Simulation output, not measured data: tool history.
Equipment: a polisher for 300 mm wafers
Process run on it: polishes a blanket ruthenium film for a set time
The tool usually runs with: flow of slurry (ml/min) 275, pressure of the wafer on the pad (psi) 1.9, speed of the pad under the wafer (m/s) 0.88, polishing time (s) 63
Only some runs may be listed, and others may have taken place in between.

run   hour  flow of slurry (ml/min)  pressure of the wafer on the pad (psi)  speed of the pad under the wafer (m/s)  polishing time (s)  incoming thickness of the incoming film, nm  film removed (Å)
  1    0.0                      225                                     1.9                                    0.88                  63                                        569.0               626
      30.5  -- worn pad replaced by a new one
  2   31.0                      225                                     1.9                                    0.88                  63                                        577.5               645
  3   66.9                      225                                     1.9                                    0.88                  63                                        577.2               633
  4   88.6                      275                                     1.9                                    0.88                  63                                        586.4               619
     122.0  -- worn pad replaced by a new one
  5  122.5                      275                                     1.7                                    0.88                  63                                        575.1               572
  6  137.8                      275                                     1.7                                    0.88                  63                                        581.2               579
  7  150.2                      275                                     1.7                                    0.88                  63                                        583.5               564
  8  175.7                      275                                     1.9                                    0.66                  63                                        574.9               499
  9  199.8                      275                                     1.9                                    0.66                  63                                        571.3               482
     225.3  -- worn pad replaced by a new one
 10  232.7                      275                                     1.5                                    0.60                  69                                        580.2               411
 11  253.8                      275                                     2.4                                    0.88                  70                                        587.3               876
 12  267.0                      275                                     1.9                                    0.68                  83                                        576.0               690
 13  302.0                      275                                     1.3                                    1.12                  72                                        580.1               548
 14  331.8                      275                                     1.9                                    0.88                  50                                        574.6               428

For run 15, what comes out?
     340.3  -- head pressure recalibrated
     341.8  -- worn pad replaced by a new one
     345.3  -- slurry nozzle cleaned
 15  367.0                      275                                     1.9                                    0.88                  50                                        576.9                 ?

Run 15 yielded film removed (Å) 555.
With the hidden condition absent and the run-to-run variation left alone, this run would have shown film removed (Å) 559.
